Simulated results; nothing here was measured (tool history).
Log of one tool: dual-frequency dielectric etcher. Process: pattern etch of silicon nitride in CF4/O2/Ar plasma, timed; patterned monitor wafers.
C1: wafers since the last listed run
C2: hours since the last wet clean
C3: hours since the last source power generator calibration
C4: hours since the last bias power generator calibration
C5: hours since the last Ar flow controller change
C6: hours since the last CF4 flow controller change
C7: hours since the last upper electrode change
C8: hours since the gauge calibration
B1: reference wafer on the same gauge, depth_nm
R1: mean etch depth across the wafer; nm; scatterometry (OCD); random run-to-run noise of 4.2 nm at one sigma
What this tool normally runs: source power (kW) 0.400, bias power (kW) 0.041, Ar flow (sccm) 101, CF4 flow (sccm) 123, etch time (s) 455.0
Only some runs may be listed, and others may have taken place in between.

Run 1, hour 0.0: usual settings but CF4 flow (sccm) 102; C1 0; C2 139.3; C3 79.9; C4 1948.0; C5 8.6; C6 4513.0; C7 5043.7; C8 3389.5; B1 527.7. Result: R1 582.8 nm.
At hour 17.3: gauge calibrated.
At hour 41.9: bias power generator calibrated.
Run 2, hour 101.5: usual settings; C1 326; C2 240.8; C3 181.4; C4 59.6; C5 110.1; C6 4614.5; C7 5145.2; C8 84.2; B1 561.6. Result: R1 636.8 nm.
Run 3, hour 154.4: usual settings but bias power (kW) 0.046, Ar flow (sccm) 86; C1 176; C2 293.7; C3 234.3; C4 112.5; C5 163.0; C6 4667.4; C7 5198.1; C8 137.1; B1 561.2. Result: R1 682.5 nm.
Run 4, hour 212.0: usual settings but bias power (kW) 0.032, Ar flow (sccm) 86, CF4 flow (sccm) 147; C1 192; C2 351.3; C3 291.9; C4 170.1; C5 220.6; C6 4725.0; C7 5255.7; C8 194.7; B1 559.4. Result: R1 569.7 nm.
Run 5, hour 263.0: usual settings; C1 170; C2 402.3; C3 342.9; C4 221.1; C5 271.6; C6 4776.0; C7 5306.7; C8 245.7; B1 556.1. Result: R1 638.6 nm.
Run 6, hour 364.5: usual settings but CF4 flow (sccm) 115, etch time (s) 362.5; C1 339; C2 503.8; C3 444.4; C4 322.6; C5 373.1; C6 4877.5; C7 5408.2; C8 347.2; B1 553.9. Result: R1 502.0 nm.
Run 7, hour 438.7: usual settings but Ar flow (sccm) 90, CF4 flow (sccm) 97; C1 248; C2 578.0; C3 518.6; C4 396.8; C5 447.3; C6 4951.7; C7 5482.4; C8 421.4; B1 552.2. Result: R1 620.8 nm.
At hour 482.4: wet clean of the chamber.
Run 8, hour 544.8: usual settings but Ar flow (sccm) 114; C1 274; C2 62.4; C3 624.7; C4 502.9; C5 553.4; C6 5057.8; C7 5588.5; C8 527.5; B1 549.7. Result: R1 615.7 nm.
At hour 596.6: CF4 flow controller replaced.
Run 9, hour 613.3: usual settings; C1 209; C2 130.9; C3 693.2; C4 571.4; C5 621.9; C6 16.7; C7 5657.0; C8 596.0; B1 548.2. Result: R1 619.5 nm.
Run 10, hour 701.4: usual settings but Ar flow (sccm) 90, CF4 flow (sccm) 153; C1 294; C2 219.0; C3 781.3; C4 659.5; C5 710.0; C6 104.8; C7 5745.1; C8 684.1; B1 546.1. Result: R1 641.0 nm.
At hour 744.3: upper electrode replaced.
Run 11, hour 760.3: usual settings but source power (kW) 0.300, Ar flow (sccm) 116, etch time (s) 410.0; C1 116; C2 277.9; C3 840.2; C4 718.4; C5 768.9; C6 163.7; C7 16.0; C8 743.0; B1 544.2. Result: R1 438.6 nm.
Run 12, hour 814.4: usual settings but source power (kW) 0.430, bias power (kW) 0.032, Ar flow (sccm) 123, CF4 flow (sccm) 115; C1 180; C2 332.0; C3 894.3; C4 772.5; C5 823.0; C6 217.8; C7 70.1; C8 797.1; B1 544.0. Result: R1 543.8 nm.
Run 13, hour 921.7: usual settings but CF4 flow (sccm) 137; C1 358; C2 439.3; C3 1001.6; C4 879.8; C5 930.3; C6 325.1; C7 177.4; C8 904.4; B1 541.0. Result: R1 625.3 nm.
Run 14, hour 982.5: usual settings but bias power (kW) 0.038, Ar flow (sccm) 119, CF4 flow (sccm) 100, etch time (s) 563.0; C1 203; C2 500.1; C3 1062.4; C4 940.6; C5 991.1; C6 385.9; C7 238.2; C8 965.2; B1 541.8. Result: R1 689.9 nm.
At hour 1071.4: wet clean of the chamber.
Run 15, hour 1071.9: usual settings; C1 218; C2 0.5; C3 1151.8; C4 1030.0; C5 1080.5; C6 475.3; C7 327.6; C8 1054.6; B1 539.3. Result: R1 610.3 nm.
Run 16, hour 1119.6: usual settings but source power (kW) 0.460, bias power (kW) 0.050; C1 159; C2 48.2; C3 1199.5; C4 1077.7; C5 1128.2; C6 523.0; C7 375.3; C8 1102.3; B1 539.1. Result: R1 758.0 nm.
Run 17, hour 1157.9: usual settings but bias power (kW) 0.045, CF4 flow (sccm) 94, etch time (s) 364.5; C1 128; C2 86.5; C3 1237.8; C4 1116.0; C5 1166.5; C6 561.3; C7 413.6; C8 1140.6; B1 537.4. Result: R1 503.3 nm.
Run 18, hour 1258.5: usual settings but Ar flow (sccm) 114; C1 336; C2 187.1; C3 1338.4; C4 1216.6; C5 1267.1; C6 661.9; C7 514.2; C8 1241.2; B1 537.6. Result: R1 601.1 nm.
Run 19, hour 1305.9: usual settings; C1 158; C2 234.5; C3 1385.8; C4 1264.0; C5 1314.5; C6 709.3; C7 561.6; C8 1288.6; B1 535.8. Result: R1 614.3 nm.
Run 20, hour 1387.4: usual settings; C1 272; C2 316.0; C3 1467.3; C4 1345.5; C5 1396.0; C6 790.8; C7 643.1; C8 1370.1; B1 536.2. Result: R1 606.2 nm.
Run 21, hour 1462.9: usual settings but bias power (kW) 0.038; C1 252; C2 391.5; C3 1542.8; C4 1421.0; C5 1471.5; C6 866.3; C7 718.6; C8 1445.6; B1 534.9. Result: R1 576.9 nm.

Entry by entry between the runs, the difference in hidden state between the last listed run before and the first listed run after:
Logged between run 1 and run 2: gauge calibrated (hour 17.3); bias power generator calibrated (hour 41.9)
  gauge reads high (%): -5.95 -> 0.197
  measured minus no-state result, R1: -36.9 -> +1.3 nm
Logged between run 7 and run 8: wet clean of the chamber (hour 482.4)
  gauge reads high (%): -1.61 -> -2.07
  measured minus no-state result, R1: -10.2 -> -13.0 nm
Logged between run 8 and run 9: CF4 flow controller replaced (hour 596.6)
  gauge reads high (%): -2.07 -> -2.35
  measured minus no-state result, R1: -13.0 -> -14.9 nm
Logged between run 10 and run 11: upper electrode replaced (hour 744.3)
  gauge reads high (%): -2.68 -> -2.89
  measured minus no-state result, R1: -17.7 -> -13.0 nm
Logged between run 14 and run 15: wet clean of the chamber (hour 1071.4)
  gauge reads high (%): -3.57 -> -3.81
  measured minus no-state result, R1: -25.6 -> -24.2 nm
